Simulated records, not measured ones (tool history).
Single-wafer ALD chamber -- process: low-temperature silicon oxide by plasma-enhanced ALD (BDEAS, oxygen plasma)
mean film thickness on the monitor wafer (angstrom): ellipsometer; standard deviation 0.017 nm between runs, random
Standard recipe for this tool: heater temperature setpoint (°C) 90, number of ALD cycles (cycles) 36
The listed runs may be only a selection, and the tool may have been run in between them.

run	day	heater temperature setpoint (°C)	number of ALD cycles (cycles)	read-back reference wafer on the same gauge, thickness_nm	mean film thickness on the monitor wafer (angstrom)
1	0.000	97	30	4.790	45.87
2	1.725	97	30	4.790	45.82
# day 2.446: thermocouple changed; heater temperature recalibrated
3	4.471	97	30	4.794	45.99
4	6.946	90	36	4.790	56.85
5	9.483	90	36	4.791	57.05
6	12.571	90	36	4.790	56.91
7	16.325	101	36	4.793	54.69
8	18.071	101	36	4.793	54.70
9	20.508	90	36	4.786	56.48
10	23.342	90	36	4.790	56.50
11	26.108	90	36	4.790	56.14
12	28.292	83	31	4.791	49.83
13	32.425	83	31	4.791	49.74
14	36.633	83	31	4.792	50.08
# day 38.538: gauge calibrated
15	39.012	90	36	4.790	56.44
16	42.979	82	34	4.790	55.03
17	46.225	102	29	4.789	43.86
18	48.700	90	36	4.790	56.42
19	52.333	90	33	4.790	51.47
20	55.596	96	31	4.789	47.20

What does the tool deliver on the next run?
# day 56.738: thermocouple changed; heater temperature recalibrated
21	58.550	80	29	?	?

Run 21 produced read-back reference wafer on the same gauge, thickness_nm 4.790, mean film thickness on the monitor wafer (angstrom) 47.65.
Take away the tool's hidden state, keep the run-to-run variation as it was, and the same run would have given mean film thickness on the monitor wafer (angstrom) 47.69.
